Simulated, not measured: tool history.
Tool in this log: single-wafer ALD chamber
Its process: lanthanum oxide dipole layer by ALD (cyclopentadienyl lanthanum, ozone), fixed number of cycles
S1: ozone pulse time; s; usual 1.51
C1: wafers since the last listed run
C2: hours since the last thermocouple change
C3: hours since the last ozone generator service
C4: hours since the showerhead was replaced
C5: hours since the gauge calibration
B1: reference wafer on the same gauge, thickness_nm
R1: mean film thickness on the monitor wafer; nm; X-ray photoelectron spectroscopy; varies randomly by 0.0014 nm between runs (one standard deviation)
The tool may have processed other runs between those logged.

run 1 day=0.000 | S1=1.51 | C1=0 C2=1350.9 C3=698.3 C4=2462.6 C5=361.1 | B1=0.434 | R1=0.511
run 2 day=2.138 | S1=1.51 | C1=551 C2=1402.2 C3=749.6 C4=2513.9 C5=412.4 | B1=0.434 | R1=0.513
run 3 day=9.762 | S1=1.51 | C1=1968 C2=1585.2 C3=932.6 C4=2696.9 C5=595.4 | B1=0.434 | R1=0.509
run 4 day=11.621 | S1=1.51 | C1=479 C2=1629.8 C3=977.2 C4=2741.5 C5=640.0 | B1=0.434 | R1=0.508
run 5 day=13.821 | S1=1.51 | C1=567 C2=1682.6 C3=1030.0 C4=2794.3 C5=692.8 | B1=0.434 | R1=0.507
run 6 day=15.671 | S1=1.38 | C1=477 C2=1727.0 C3=1074.4 C4=2838.7 C5=737.2 | B1=0.435 | R1=0.494
run 7 day=18.592 | S1=1.38 | C1=754 C2=1797.1 C3=1144.5 C4=2908.8 C5=807.3 | B1=0.434 | R1=0.493
run 8 day=19.954 | S1=1.06 | C1=351 C2=1829.8 C3=1177.2 C4=2941.5 C5=840.0 | B1=0.434 | R1=0.449
run 9 day=21.621 | S1=1.51 | C1=430 C2=1869.8 C3=1217.2 C4=2981.5 C5=880.0 | B1=0.434 | R1=0.503
-- day=22.767 gauge calibrated
run 10 day=23.283 | S1=1.51 | C1=429 C2=1909.7 C3=1257.1 C4=3021.4 C5=12.4 | B1=0.434 | R1=0.501
-- day=23.938 ozone generator serviced
run 11 day=25.175 | S1=1.20 | C1=402 C2=1955.1 C3=29.7 C4=3066.8 C5=57.8 | B1=0.434 | R1=0.485
run 12 day=27.312 | S1=1.00 | C1=551 C2=2006.4 C3=81.0 C4=3118.1 C5=109.1 | B1=0.434 | R1=0.453
run 13 day=29.804 | S1=1.02 | C1=643 C2=2066.2 C3=140.8 C4=3177.9 C5=168.9 | B1=0.434 | R1=0.457
run 14 day=31.417 | S1=1.76 | C1=416 C2=2104.9 C3=179.5 C4=3216.6 C5=207.6 | B1=0.434 | R1=0.525
-- day=32.383 showerhead replaced
-- day=33.283 thermocouple changed; heater temperature recalibrated
run 15 day=33.529 | S1=1.09 | C1=373 C2=5.9 C3=230.2 C4=27.5 C5=258.3 | B1=0.434 | R1=0.469
run 16 day=35.412 | S1=1.08 | C1=486 C2=51.1 C3=275.4 C4=72.7 C5=303.5 | B1=0.434 | R1=0.467
run 17 day=37.854 | S1=1.24 | C1=630 C2=109.7 C3=334.0 C4=131.3 C5=362.1 | B1=0.434 | R1=0.487
run 18 day=39.704 | S1=1.08 | C1=477 C2=154.1 C3=378.4 C4=175.7 C5=406.5 | B1=0.434 | R1=0.462
run 19 day=42.321 | S1=1.90 | C1=675 C2=216.9 C3=441.2 C4=238.5 C5=469.3 | B1=0.434 | R1=0.529
run 20 day=44.125 | S1=1.51 | C1=465 C2=260.2 C3=484.5 C4=281.8 C5=512.6 | B1=0.434 | R1=0.511
run 21 day=47.000 | S1=1.51 | C1=742 C2=329.2 C3=553.5 C4=350.8 C5=581.6 | B1=0.434 | R1=0.509

Consider 4 possible next runs. They are alternatives, not a sequence: every one starts from the tool as it was left by run 21. What does each give?
run A day=47.017 | S1=1.34 | C1=4 C2=329.6 C3=553.9 C4=351.2 C5=582.0 | B1=? | R1=?
run B day=47.017 | S1=1.13 | C1=4 C2=329.6 C3=553.9 C4=351.2 C5=582.0 | B1=? | R1=?
run C day=47.017 | S1=2.02 | C1=4 C2=329.6 C3=553.9 C4=351.2 C5=582.0 | B1=? | R1=?
run D day=47.017 | S1=1.82 | C1=4 C2=329.6 C3=553.9 C4=351.2 C5=582.0 | B1=? | R1=?

run=A B1=0.434 R1=0.496
run=B B1=0.434 R1=0.470
run=C B1=0.434 R1=0.531
run=D B1=0.434 R1=0.525
What these runs would have given with no unlogged condition in the tool:
run=A R1=0.502
run=B R1=0.479
run=C R1=0.533
run=D R1=0.528
